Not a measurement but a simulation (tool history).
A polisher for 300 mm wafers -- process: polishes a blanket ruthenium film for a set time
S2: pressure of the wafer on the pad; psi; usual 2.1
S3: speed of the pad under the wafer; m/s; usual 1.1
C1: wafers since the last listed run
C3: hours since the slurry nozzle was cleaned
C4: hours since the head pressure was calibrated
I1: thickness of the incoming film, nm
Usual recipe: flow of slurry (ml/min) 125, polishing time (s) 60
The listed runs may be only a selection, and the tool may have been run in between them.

run 1 day=0.000 | flow_of_slurry_(ml/min)=95 S2=2.1 S3=1.1 polishing_time_(s)=60 | C1=0 wafers_polished_on_this_pad=1571 C3=800.7 C4=1039.7 | I1=526.7 | film_removed_(angstrom)=654
-- day=2.175 slurry nozzle cleaned
-- day=2.417 head pressure recalibrated
run 2 day=3.475 | flow_of_slurry_(ml/min)=95 S2=2.1 S3=1.1 polishing_time_(s)=60 | C1=782 wafers_polished_on_this_pad=2354 C3=31.2 C4=25.4 | I1=534.0 | film_removed_(angstrom)=616
run 3 day=7.688 | flow_of_slurry_(ml/min)=125 S2=2.1 S3=1.1 polishing_time_(s)=60 | C1=983 wafers_polished_on_this_pad=3338 C3=132.3 C4=126.5 | I1=531.9 | film_removed_(angstrom)=665
-- day=8.971 worn pad replaced by a new one
run 4 day=11.050 | flow_of_slurry_(ml/min)=125 S2=2.1 S3=1.1 polishing_time_(s)=60 | C1=746 wafers_polished_on_this_pad=485 C3=213.0 C4=207.2 | I1=534.9 | film_removed_(angstrom)=688
run 5 day=12.875 | flow_of_slurry_(ml/min)=125 S2=2.1 S3=1.1 polishing_time_(s)=60 | C1=426 wafers_polished_on_this_pad=911 C3=256.8 C4=251.0 | I1=529.9 | film_removed_(angstrom)=672
run 6 day=16.692 | flow_of_slurry_(ml/min)=125 S2=2.1 S3=1.1 polishing_time_(s)=60 | C1=891 wafers_polished_on_this_pad=1803 C3=348.4 C4=342.6 | I1=534.3 | film_removed_(angstrom)=682
run 7 day=25.454 | flow_of_slurry_(ml/min)=125 S2=2.1 S3=1.1 polishing_time_(s)=60 | C1=2046 wafers_polished_on_this_pad=3849 C3=558.7 C4=552.9 | I1=530.0 | film_removed_(angstrom)=691
-- day=26.329 worn pad replaced by a new one, of another model than before
run 8 day=32.767 | flow_of_slurry_(ml/min)=125 S2=1.7 S3=1.1 polishing_time_(s)=60 | C1=1668 wafers_polished_on_this_pad=1503 C3=734.2 C4=728.4 | I1=528.1 | film_removed_(angstrom)=569
run 9 day=35.679 | flow_of_slurry_(ml/min)=125 S2=1.7 S3=1.1 polishing_time_(s)=60 | C1=680 wafers_polished_on_this_pad=2183 C3=804.1 C4=798.3 | I1=527.3 | film_removed_(angstrom)=594
-- day=37.967 slurry nozzle cleaned
run 10 day=38.900 | flow_of_slurry_(ml/min)=100 S2=2.1 S3=1.1 polishing_time_(s)=60 | C1=742 wafers_polished_on_this_pad=2926 C3=22.4 C4=875.6 | I1=529.0 | film_removed_(angstrom)=648
-- day=41.021 worn pad replaced by a new one
run 11 day=42.658 | flow_of_slurry_(ml/min)=100 S2=2.1 S3=1.1 polishing_time_(s)=60 | C1=838 wafers_polished_on_this_pad=381 C3=112.6 C4=965.8 | I1=528.9 | film_removed_(angstrom)=671
run 12 day=45.221 | flow_of_slurry_(ml/min)=170 S2=2.1 S3=1.3 polishing_time_(s)=60 | C1=598 wafers_polished_on_this_pad=980 C3=174.1 C4=1027.3 | I1=535.4 | film_removed_(angstrom)=793
-- day=47.058 head pressure recalibrated
run 13 day=49.008 | flow_of_slurry_(ml/min)=125 S2=2.4 S3=1.1 polishing_time_(s)=60 | C1=865 wafers_polished_on_this_pad=1845 C3=265.0 C4=46.8 | I1=538.7 | film_removed_(angstrom)=719
run 14 day=51.954 | flow_of_slurry_(ml/min)=90 S2=1.4 S3=0.9 polishing_time_(s)=80 | C1=688 wafers_polished_on_this_pad=2533 C3=335.7 C4=117.5 | I1=531.0 | film_removed_(angstrom)=580
-- day=55.400 worn pad replaced by a new one
run 15 day=56.033 | flow_of_slurry_(ml/min)=125 S2=2.1 S3=1.1 polishing_time_(s)=60 | C1=913 wafers_polished_on_this_pad=148 C3=433.6 C4=215.4 | I1=530.0 | film_removed_(angstrom)=680
run 16 day=58.854 | flow_of_slurry_(ml/min)=125 S2=1.6 S3=1.1 polishing_time_(s)=47 | C1=658 wafers_polished_on_this_pad=807 C3=501.3 C4=283.1 | I1=532.8 | film_removed_(angstrom)=455
run 17 day=62.467 | flow_of_slurry_(ml/min)=125 S2=2.1 S3=1.1 polishing_time_(s)=60 | C1=843 wafers_polished_on_this_pad=1650 C3=588.0 C4=369.8 | I1=533.4 | film_removed_(angstrom)=682

Run 18 comes next. What will it give?
run 18 day=64.462 | flow_of_slurry_(ml/min)=95 S2=2.1 S3=1.1 polishing_time_(s)=60 | C1=466 wafers_polished_on_this_pad=2116 C3=635.9 C4=417.7 | I1=533.2 | film_removed_(angstrom)=?

{"run 18": {"film removed (angstrom)": 640}}
Had the tool carried no hidden state, the very same run would have given film removed (angstrom) 616.
